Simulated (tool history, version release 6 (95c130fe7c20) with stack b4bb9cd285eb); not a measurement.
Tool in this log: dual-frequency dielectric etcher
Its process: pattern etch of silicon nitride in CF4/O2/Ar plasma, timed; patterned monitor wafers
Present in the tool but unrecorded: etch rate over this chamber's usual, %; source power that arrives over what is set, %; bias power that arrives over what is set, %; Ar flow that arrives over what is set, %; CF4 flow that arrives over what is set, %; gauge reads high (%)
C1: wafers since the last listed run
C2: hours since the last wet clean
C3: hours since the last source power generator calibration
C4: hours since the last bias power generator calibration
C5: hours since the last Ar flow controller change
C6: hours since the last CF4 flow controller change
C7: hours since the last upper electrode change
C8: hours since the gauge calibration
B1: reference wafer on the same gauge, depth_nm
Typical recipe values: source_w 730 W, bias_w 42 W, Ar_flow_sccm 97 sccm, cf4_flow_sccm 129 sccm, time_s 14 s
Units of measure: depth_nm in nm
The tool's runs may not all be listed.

{"run": 1, "day": 0.0, "source_w": 730, "bias_w": 40, "Ar_flow_sccm": 97, "cf4_flow_sccm": 129, "time_s": 14, "C1": 0, "C2": 0.5, "C3": 2879.2, "C4": 4561.4, "C5": 1908.7, "C6": 3794.1, "C7": 4159.2, "C8": 641.2, "B1": 29.89, "depth_nm": 31.94}
{"run": 2, "day": 0.496, "source_w": 730, "bias_w": 40, "Ar_flow_sccm": 97, "cf4_flow_sccm": 129, "time_s": 14, "C1": 133, "C2": 12.4, "C3": 2891.1, "C4": 4573.3, "C5": 1920.6, "C6": 3806, "C7": 4171.1, "C8": 653.1, "B1": 29.91, "depth_nm": 32.07}
{"run": 3, "day": 1.354, "source_w": 730, "bias_w": 40, "Ar_flow_sccm": 97, "cf4_flow_sccm": 129, "time_s": 14, "C1": 230, "C2": 33, "C3": 2911.7, "C4": 4593.9, "C5": 1941.2, "C6": 3826.6, "C7": 4191.7, "C8": 673.7, "B1": 29.93, "depth_nm": 32.15}
{"day": 2.075, "done": "source power generator calibrated"}
{"run": 4, "day": 2.958, "source_w": 670, "bias_w": 42, "Ar_flow_sccm": 97, "cf4_flow_sccm": 129, "time_s": 14, "C1": 385, "C2": 71.5, "C3": 21.2, "C4": 4632.4, "C5": 1979.7, "C6": 3865.1, "C7": 4230.2, "C8": 712.2, "B1": 29.91, "depth_nm": 30.8}
{"run": 5, "day": 4.438, "source_w": 730, "bias_w": 42, "Ar_flow_sccm": 97, "cf4_flow_sccm": 129, "time_s": 14, "C1": 396, "C2": 107, "C3": 56.7, "C4": 4667.9, "C5": 2015.2, "C6": 3900.6, "C7": 4265.7, "C8": 747.7, "B1": 29.91, "depth_nm": 32.55}
{"day": 6.058, "done": "wet clean of the chamber, repeated, since the last time left the tool worse"}
{"run": 6, "day": 6.079, "source_w": 730, "bias_w": 42, "Ar_flow_sccm": 97, "cf4_flow_sccm": 129, "time_s": 14, "C1": 172, "C2": 0.5, "C3": 96.1, "C4": 4707.3, "C5": 2054.6, "C6": 3940, "C7": 4305.1, "C8": 787.1, "B1": 29.9, "depth_nm": 34.61}
{"run": 7, "day": 6.338, "source_w": 840, "bias_w": 33, "Ar_flow_sccm": 97, "cf4_flow_sccm": 129, "time_s": 11.5, "C1": 69, "C2": 6.7, "C3": 102.3, "C4": 4713.5, "C5": 2060.8, "C6": 3946.2, "C7": 4311.3, "C8": 793.3, "B1": 29.89, "depth_nm": 29.38}
{"run": 8, "day": 7.458, "source_w": 730, "bias_w": 42, "Ar_flow_sccm": 97, "cf4_flow_sccm": 129, "time_s": 14, "C1": 300, "C2": 33.6, "C3": 129.2, "C4": 4740.4, "C5": 2087.7, "C6": 3973.1, "C7": 4338.2, "C8": 820.2, "B1": 29.9, "depth_nm": 34.97}
{"run": 9, "day": 8.904, "source_w": 730, "bias_w": 36, "Ar_flow_sccm": 97, "cf4_flow_sccm": 120, "time_s": 10.5, "C1": 387, "C2": 68.3, "C3": 163.9, "C4": 4775.1, "C5": 2122.4, "C6": 4007.8, "C7": 4372.9, "C8": 854.9, "B1": 29.87, "depth_nm": 24.7}
{"day": 9.267, "done": "gauge calibrated"}
{"day": 9.9, "done": "Ar flow controller replaced"}
{"run": 10, "day": 10.212, "source_w": 730, "bias_w": 42, "Ar_flow_sccm": 118, "cf4_flow_sccm": 129, "time_s": 18, "C1": 283, "C2": 99.7, "C3": 195.3, "C4": 4806.5, "C5": 7.5, "C6": 4039.2, "C7": 4404.3, "C8": 22.7, "B1": 29.91, "depth_nm": 43.73}
{"day": 10.683, "done": "bias power generator calibrated"}
{"day": 11.625, "done": "upper electrode replaced"}
{"run": 11, "day": 11.646, "source_w": 620, "bias_w": 42, "Ar_flow_sccm": 109, "cf4_flow_sccm": 129, "time_s": 14, "C1": 88, "C2": 134.1, "C3": 229.7, "C4": 23.1, "C5": 41.9, "C6": 4073.6, "C7": 0.5, "C8": 57.1, "B1": 29.91, "depth_nm": 31.19}
{"run": 12, "day": 12.042, "source_w": 730, "bias_w": 42, "Ar_flow_sccm": 97, "cf4_flow_sccm": 117, "time_s": 14, "C1": 106, "C2": 143.6, "C3": 239.2, "C4": 32.6, "C5": 51.4, "C6": 4083.1, "C7": 10, "C8": 66.6, "B1": 29.9, "depth_nm": 34.45}
{"run": 13, "day": 13.488, "source_w": 730, "bias_w": 46, "Ar_flow_sccm": 81, "cf4_flow_sccm": 112, "time_s": 17.5, "C1": 387, "C2": 178.3, "C3": 273.9, "C4": 67.3, "C5": 86.1, "C6": 4117.8, "C7": 44.7, "C8": 101.3, "B1": 29.93, "depth_nm": 44.8}
{"day": 13.746, "done": "CF4 flow controller replaced"}
{"run": 14, "day": 14.146, "source_w": 730, "bias_w": 37, "Ar_flow_sccm": 97, "cf4_flow_sccm": 99, "time_s": 14, "C1": 109, "C2": 194.1, "C3": 289.7, "C4": 83.1, "C5": 101.9, "C6": 9.6, "C7": 60.5, "C8": 117.1, "B1": 29.89, "depth_nm": 32.17}
{"run": 15, "day": 15.625, "source_w": 730, "bias_w": 42, "Ar_flow_sccm": 97, "cf4_flow_sccm": 129, "time_s": 12.5, "C1": 396, "C2": 229.6, "C3": 325.2, "C4": 118.6, "C5": 137.4, "C6": 45.1, "C7": 96, "C8": 152.6, "B1": 29.88, "depth_nm": 31.59}
{"run": 16, "day": 17.088, "source_w": 730, "bias_w": 42, "Ar_flow_sccm": 111, "cf4_flow_sccm": 129, "time_s": 14, "C1": 392, "C2": 264.7, "C3": 360.3, "C4": 153.7, "C5": 172.5, "C6": 80.2, "C7": 131.1, "C8": 187.7, "B1": 29.88, "depth_nm": 34.85}
{"run": 17, "day": 18.208, "source_w": 730, "bias_w": 42, "Ar_flow_sccm": 97, "cf4_flow_sccm": 129, "time_s": 16, "C1": 300, "C2": 291.6, "C3": 387.2, "C4": 180.6, "C5": 199.4, "C6": 107.1, "C7": 158, "C8": 214.6, "B1": 29.9, "depth_nm": 40.67}
{"run": 18, "day": 18.983, "source_w": 780, "bias_w": 42, "Ar_flow_sccm": 120, "cf4_flow_sccm": 129, "time_s": 16, "C1": 207, "C2": 310.2, "C3": 405.8, "C4": 199.2, "C5": 218, "C6": 125.7, "C7": 176.6, "C8": 233.2, "B1": 29.89, "depth_nm": 41.32}
{"run": 19, "day": 20.054, "source_w": 730, "bias_w": 42, "Ar_flow_sccm": 97, "cf4_flow_sccm": 129, "time_s": 14, "C1": 287, "C2": 335.9, "C3": 431.5, "C4": 224.9, "C5": 243.7, "C6": 151.4, "C7": 202.3, "C8": 258.9, "B1": 29.92, "depth_nm": 35.56}
{"run": 20, "day": 20.988, "source_w": 560, "bias_w": 42, "Ar_flow_sccm": 97, "cf4_flow_sccm": 112, "time_s": 15.5, "C1": 250, "C2": 358.3, "C3": 453.9, "C4": 247.3, "C5": 266.1, "C6": 173.8, "C7": 224.7, "C8": 281.3, "B1": 29.91, "depth_nm": 32.43}
{"run": 21, "day": 22.292, "source_w": 730, "bias_w": 42, "Ar_flow_sccm": 97, "cf4_flow_sccm": 107, "time_s": 14, "C1": 349, "C2": 389.6, "C3": 485.2, "C4": 278.6, "C5": 297.4, "C6": 205.1, "C7": 256, "C8": 312.6, "B1": 29.89, "depth_nm": 34.53}
{"run": 22, "day": 23.233, "source_w": 730, "bias_w": 42, "Ar_flow_sccm": 97, "cf4_flow_sccm": 151, "time_s": 14, "C1": 252, "C2": 412.2, "C3": 507.8, "C4": 301.2, "C5": 320, "C6": 227.7, "C7": 278.6, "C8": 335.2, "B1": 29.87, "depth_nm": 36.74}

For each run, what was the tool's unlogged condition?
source power that arrives over what is set, %: 0 on each run
bias power that arrives over what is set, %: 0 on each run
Ar flow that arrives over what is set, %: 0 on each run
CF4 flow that arrives over what is set, %: 0 on each run
gauge reads high (%): 0 on each run
H1: etch rate over this chamber's usual, %
run=1 H1=-6.92
run=2 H1=-6.82
run=3 H1=-6.66
run=4 H1=-6.36
run=5 H1=-6.09
run=6 H1=-0.533
run=7 H1=-0.485
run=8 H1=-0.275
run=9 H1=-0.00407
run=10 H1=0.241
run=11 H1=0.509
run=12 H1=0.583
run=13 H1=0.854
run=14 H1=0.977
run=15 H1=1.25
run=16 H1=1.53
run=17 H1=1.74
run=18 H1=1.88
run=19 H1=2.08
run=20 H1=2.26
run=21 H1=2.5
run=22 H1=2.68
